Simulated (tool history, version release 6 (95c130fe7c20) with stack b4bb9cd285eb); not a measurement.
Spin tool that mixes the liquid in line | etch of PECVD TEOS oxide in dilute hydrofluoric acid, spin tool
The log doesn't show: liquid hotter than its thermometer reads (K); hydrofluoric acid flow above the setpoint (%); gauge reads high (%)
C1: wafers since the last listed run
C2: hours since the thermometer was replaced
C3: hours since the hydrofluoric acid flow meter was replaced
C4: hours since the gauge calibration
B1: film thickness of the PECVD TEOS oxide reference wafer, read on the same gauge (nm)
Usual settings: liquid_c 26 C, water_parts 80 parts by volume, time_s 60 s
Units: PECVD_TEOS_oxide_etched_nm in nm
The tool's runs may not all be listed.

run 1 hour=0 | liquid_c=29.5 water_parts=80 time_s=60 | C1=0 C2=936.9 C3=1187 C4=129.5 | B1=49.99 | PECVD_TEOS_oxide_etched_nm=16.85
run 2 hour=42.2 | liquid_c=26 water_parts=110 time_s=60 | C1=691 C2=979.1 C3=1229.2 C4=171.7 | B1=50.01 | PECVD_TEOS_oxide_etched_nm=10.22
run 3 hour=81.5 | liquid_c=26 water_parts=80 time_s=60 | C1=643 C2=1018.4 C3=1268.5 C4=211 | B1=50.03 | PECVD_TEOS_oxide_etched_nm=14.93
run 4 hour=133.5 | liquid_c=26 water_parts=80 time_s=60 | C1=851 C2=1070.4 C3=1320.5 C4=263 | B1=50 | PECVD_TEOS_oxide_etched_nm=14.93
run 5 hour=178.4 | liquid_c=26 water_parts=80 time_s=60 | C1=735 C2=1115.3 C3=1365.4 C4=307.9 | B1=50 | PECVD_TEOS_oxide_etched_nm=14.98
run 6 hour=207.4 | liquid_c=30 water_parts=80 time_s=60 | C1=474 C2=1144.3 C3=1394.4 C4=336.9 | B1=50 | PECVD_TEOS_oxide_etched_nm=17.14
-- hour=246.7 thermometer replaced
run 7 hour=248.9 | liquid_c=26 water_parts=50 time_s=75 | C1=663 C2=2.2 C3=1435.9 C4=378.4 | B1=50 | PECVD_TEOS_oxide_etched_nm=31.25
run 8 hour=283.8 | liquid_c=26 water_parts=50 time_s=75 | C1=571 C2=37.1 C3=1470.8 C4=413.3 | B1=49.98 | PECVD_TEOS_oxide_etched_nm=31.11
run 9 hour=349.1 | liquid_c=29.5 water_parts=80 time_s=60 | C1=1069 C2=102.4 C3=1536.1 C4=478.6 | B1=50 | PECVD_TEOS_oxide_etched_nm=17.2
run 10 hour=395.8 | liquid_c=28 water_parts=50 time_s=60 | C1=764 C2=149.1 C3=1582.8 C4=525.3 | B1=50.02 | PECVD_TEOS_oxide_etched_nm=26.72
-- hour=533.1 gauge calibrated
run 11 hour=558.5 | liquid_c=26 water_parts=100 time_s=30 | C1=2664 C2=311.8 C3=1745.5 C4=25.4 | B1=50.02 | PECVD_TEOS_oxide_etched_nm=5.91
run 12 hour=590.9 | liquid_c=22 water_parts=110 time_s=60 | C1=530 C2=344.2 C3=1777.9 C4=57.8 | B1=50.01 | PECVD_TEOS_oxide_etched_nm=8.98
-- hour=593.7 hydrofluoric acid flow meter replaced
run 13 hour=616 | liquid_c=26 water_parts=80 time_s=60 | C1=394 C2=369.3 C3=22.3 C4=82.9 | B1=50 | PECVD_TEOS_oxide_etched_nm=14.23
run 14 hour=651.9 | liquid_c=21.5 water_parts=80 time_s=60 | C1=587 C2=405.2 C3=58.2 C4=118.8 | B1=50.01 | PECVD_TEOS_oxide_etched_nm=11.85
run 15 hour=723 | liquid_c=22 water_parts=80 time_s=80 | C1=1164 C2=476.3 C3=129.3 C4=189.9 | B1=50 | PECVD_TEOS_oxide_etched_nm=16.27
run 16 hour=774.4 | liquid_c=27.5 water_parts=50 time_s=30 | C1=841 C2=527.7 C3=180.7 C4=241.3 | B1=49.96 | PECVD_TEOS_oxide_etched_nm=12.99

5 ways to go on from here, each from the tool as it stands after run 16. What would each give?
run A hour=774.8 | liquid_c=26 water_parts=115 time_s=60 | C1=6 C2=528.1 C3=181.1 C4=241.7 | B1=? | PECVD_TEOS_oxide_etched_nm=?
run B hour=774.8 | liquid_c=30.5 water_parts=55 time_s=60 | C1=6 C2=528.1 C3=181.1 C4=241.7 | B1=? | PECVD_TEOS_oxide_etched_nm=?
run C hour=774.8 | liquid_c=28 water_parts=120 time_s=85 | C1=6 C2=528.1 C3=181.1 C4=241.7 | B1=? | PECVD_TEOS_oxide_etched_nm=?
run D hour=774.8 | liquid_c=26 water_parts=50 time_s=35 | C1=6 C2=528.1 C3=181.1 C4=241.7 | B1=? | PECVD_TEOS_oxide_etched_nm=?
run E hour=774.8 | liquid_c=24.5 water_parts=80 time_s=60 | C1=6 C2=528.1 C3=181.1 C4=241.7 | B1=? | PECVD_TEOS_oxide_etched_nm=?

run=A B1=50.01 PECVD_TEOS_oxide_etched_nm=9.4
run=B B1=50.01 PECVD_TEOS_oxide_etched_nm=25.38
run=C B1=50.01 PECVD_TEOS_oxide_etched_nm=13.68
run=D B1=50.01 PECVD_TEOS_oxide_etched_nm=13.72
run=E B1=50.01 PECVD_TEOS_oxide_etched_nm=13.3
Without the tool's hidden state the same runs would have given:
run=A PECVD_TEOS_oxide_etched_nm=9.15
run=B PECVD_TEOS_oxide_etched_nm=24.76
run=C PECVD_TEOS_oxide_etched_nm=13.32
run=D PECVD_TEOS_oxide_etched_nm=13.39
run=E PECVD_TEOS_oxide_etched_nm=12.97
